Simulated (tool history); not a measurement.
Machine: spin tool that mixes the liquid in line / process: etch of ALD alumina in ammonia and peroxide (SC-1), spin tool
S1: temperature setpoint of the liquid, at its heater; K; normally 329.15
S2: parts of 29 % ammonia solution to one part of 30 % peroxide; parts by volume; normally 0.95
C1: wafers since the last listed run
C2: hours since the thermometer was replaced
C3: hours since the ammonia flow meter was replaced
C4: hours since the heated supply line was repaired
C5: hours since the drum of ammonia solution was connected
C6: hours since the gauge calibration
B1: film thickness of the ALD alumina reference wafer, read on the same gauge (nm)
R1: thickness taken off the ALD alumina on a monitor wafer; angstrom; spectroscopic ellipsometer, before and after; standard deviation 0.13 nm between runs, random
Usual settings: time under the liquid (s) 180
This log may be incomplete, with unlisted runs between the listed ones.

{"run": 1, "hour": 0.0, "S1": 329.15, "S2": 0.95, "time under the liquid (s)": 180, "C1": 0, "C2": 1126.1, "C3": 1297.1, "C4": 3500.6, "C5": 88.7, "C6": 423.5, "B1": 139.97, "R1": 215.5}
{"run": 2, "hour": 25.2, "S1": 329.15, "S2": 0.95, "time under the liquid (s)": 180, "C1": 222, "C2": 1151.3, "C3": 1322.3, "C4": 3525.8, "C5": 113.9, "C6": 448.7, "B1": 139.98, "R1": 215.3}
{"run": 3, "hour": 58.4, "S1": 329.15, "S2": 1.2, "time under the liquid (s)": 180, "C1": 293, "C2": 1184.5, "C3": 1355.5, "C4": 3559, "C5": 147.1, "C6": 481.9, "B1": 140.01, "R1": 219.5}
{"run": 4, "hour": 88.8, "S1": 329.15, "S2": 1.2, "time under the liquid (s)": 180, "C1": 268, "C2": 1214.9, "C3": 1385.9, "C4": 3589.4, "C5": 177.5, "C6": 512.3, "B1": 140.03, "R1": 220.5}
{"run": 5, "hour": 113.9, "S1": 329.15, "S2": 1.2, "time under the liquid (s)": 180, "C1": 221, "C2": 1240, "C3": 1411, "C4": 3614.5, "C5": 202.6, "C6": 537.4, "B1": 140.02, "R1": 221.2}
{"run": 6, "hour": 141.5, "S1": 329.15, "S2": 0.95, "time under the liquid (s)": 180, "C1": 243, "C2": 1267.6, "C3": 1438.6, "C4": 3642.1, "C5": 230.2, "C6": 565, "B1": 140.01, "R1": 214.9}
{"run": 7, "hour": 155.5, "S1": 335.65, "S2": 0.95, "time under the liquid (s)": 180, "C1": 123, "C2": 1281.6, "C3": 1452.6, "C4": 3656.1, "C5": 244.2, "C6": 579, "B1": 140.01, "R1": 300.7}
{"hour": 174.3, "done": "new drum of ammonia solution connected"}
{"run": 8, "hour": 174.8, "S1": 329.15, "S2": 0.95, "time under the liquid (s)": 180, "C1": 161, "C2": 1300.9, "C3": 1471.9, "C4": 3675.4, "C5": 0.5, "C6": 598.3, "B1": 140, "R1": 215.3}
{"hour": 182.3, "done": "heated supply line repaired"}
{"run": 9, "hour": 201.6, "S1": 329.15, "S2": 0.95, "time under the liquid (s)": 180, "C1": 227, "C2": 1327.7, "C3": 1498.7, "C4": 19.3, "C5": 27.3, "C6": 625.1, "B1": 139.99, "R1": 215.1}
{"hour": 211.0, "done": "thermometer replaced"}
{"run": 10, "hour": 222.7, "S1": 329.15, "S2": 0.95, "time under the liquid (s)": 180, "C1": 177, "C2": 11.7, "C3": 1519.8, "C4": 40.4, "C5": 48.4, "C6": 646.2, "B1": 139.98, "R1": 215.7}
{"run": 11, "hour": 251.5, "S1": 329.15, "S2": 0.95, "time under the liquid (s)": 145, "C1": 254, "C2": 40.5, "C3": 1548.6, "C4": 69.2, "C5": 77.2, "C6": 675, "B1": 139.99, "R1": 173.2}
{"run": 12, "hour": 280.6, "S1": 329.15, "S2": 0.95, "time under the liquid (s)": 145, "C1": 256, "C2": 69.6, "C3": 1577.7, "C4": 98.3, "C5": 106.3, "C6": 704.1, "B1": 139.99, "R1": 173.6}
{"run": 13, "hour": 321.1, "S1": 320.65, "S2": 0.95, "time under the liquid (s)": 180, "C1": 357, "C2": 110.1, "C3": 1618.2, "C4": 138.8, "C5": 146.8, "C6": 744.6, "B1": 140.02, "R1": 136.4}
{"run": 14, "hour": 348.0, "S1": 326.65, "S2": 0.95, "time under the liquid (s)": 125, "C1": 237, "C2": 137, "C3": 1645.1, "C4": 165.7, "C5": 173.7, "C6": 771.5, "B1": 140, "R1": 131.5}
{"run": 15, "hour": 368.1, "S1": 332.15, "S2": 0.6, "time under the liquid (s)": 180, "C1": 177, "C2": 157.1, "C3": 1665.2, "C4": 185.8, "C5": 193.8, "C6": 791.6, "B1": 139.98, "R1": 238.3}
{"run": 16, "hour": 391.5, "S1": 325.65, "S2": 1.2, "time under the liquid (s)": 265, "C1": 206, "C2": 180.5, "C3": 1688.6, "C4": 209.2, "C5": 217.2, "C6": 815, "B1": 139.99, "R1": 267.8}
{"run": 17, "hour": 410.9, "S1": 337.15, "S2": 0.75, "time under the liquid (s)": 290, "C1": 171, "C2": 199.9, "C3": 1708, "C4": 228.6, "C5": 236.6, "C6": 834.4, "B1": 139.95, "R1": 514.3}
{"run": 18, "hour": 425.6, "S1": 326.15, "S2": 0.95, "time under the liquid (s)": 280, "C1": 129, "C2": 214.6, "C3": 1722.7, "C4": 243.3, "C5": 251.3, "C6": 849.1, "B1": 140.02, "R1": 287.9}
{"hour": 446.9, "done": "new drum of ammonia solution connected"}
{"hour": 447.4, "done": "ammonia flow meter replaced"}
{"run": 19, "hour": 456.0, "S1": 336.15, "S2": 1.2, "time under the liquid (s)": 140, "C1": 254, "C2": 245, "C3": 8.6, "C4": 273.7, "C5": 9.1, "C6": 879.5, "B1": 140.04, "R1": 244.5}
{"hour": 464.4, "done": "gauge calibrated"}
{"run": 20, "hour": 470.0, "S1": 338.65, "S2": 0.6, "time under the liquid (s)": 180, "C1": 123, "C2": 259, "C3": 22.6, "C4": 287.7, "C5": 23.1, "C6": 5.6, "B1": 140.03, "R1": 334.4}
{"run": 21, "hour": 492.1, "S1": 325.65, "S2": 1.2, "time under the liquid (s)": 265, "C1": 195, "C2": 281.1, "C3": 44.7, "C4": 309.8, "C5": 45.2, "C6": 27.7, "B1": 140.04, "R1": 268.4}
{"run": 22, "hour": 526.6, "S1": 331.65, "S2": 0.95, "time under the liquid (s)": 180, "C1": 304, "C2": 315.6, "C3": 79.2, "C4": 344.3, "C5": 79.7, "C6": 62.2, "B1": 140.03, "R1": 245.7}
{"run": 23, "hour": 555.4, "S1": 329.15, "S2": 0.95, "time under the liquid (s)": 180, "C1": 254, "C2": 344.4, "C3": 108, "C4": 373.1, "C5": 108.5, "C6": 91, "B1": 140.04, "R1": 212.5}
{"run": 24, "hour": 608.7, "S1": 325.65, "S2": 1.2, "time under the liquid (s)": 230, "C1": 470, "C2": 397.7, "C3": 161.3, "C4": 426.4, "C5": 161.8, "C6": 144.3, "B1": 140, "R1": 233.3}
{"run": 25, "hour": 638.8, "S1": 333.15, "S2": 0.95, "time under the liquid (s)": 180, "C1": 265, "C2": 427.8, "C3": 191.4, "C4": 456.5, "C5": 191.9, "C6": 174.4, "B1": 139.97, "R1": 268.1}
{"run": 26, "hour": 660.9, "S1": 329.15, "S2": 1.2, "time under the liquid (s)": 290, "C1": 195, "C2": 449.9, "C3": 213.5, "C4": 478.6, "C5": 214, "C6": 196.5, "B1": 140, "R1": 355.2}

State the hidden condition of the tool at each of the runs:
liquid hotter than its thermometer reads (K): 0, the same for each run
ammonia flow above the setpoint (%): 0, the same for each run
temperature lost on the way to the wafer (K): 0, the same for each run
ammonia solution weaker than its label (%): 0, the same for each run
gauge reads high (%): 0, the same for each run

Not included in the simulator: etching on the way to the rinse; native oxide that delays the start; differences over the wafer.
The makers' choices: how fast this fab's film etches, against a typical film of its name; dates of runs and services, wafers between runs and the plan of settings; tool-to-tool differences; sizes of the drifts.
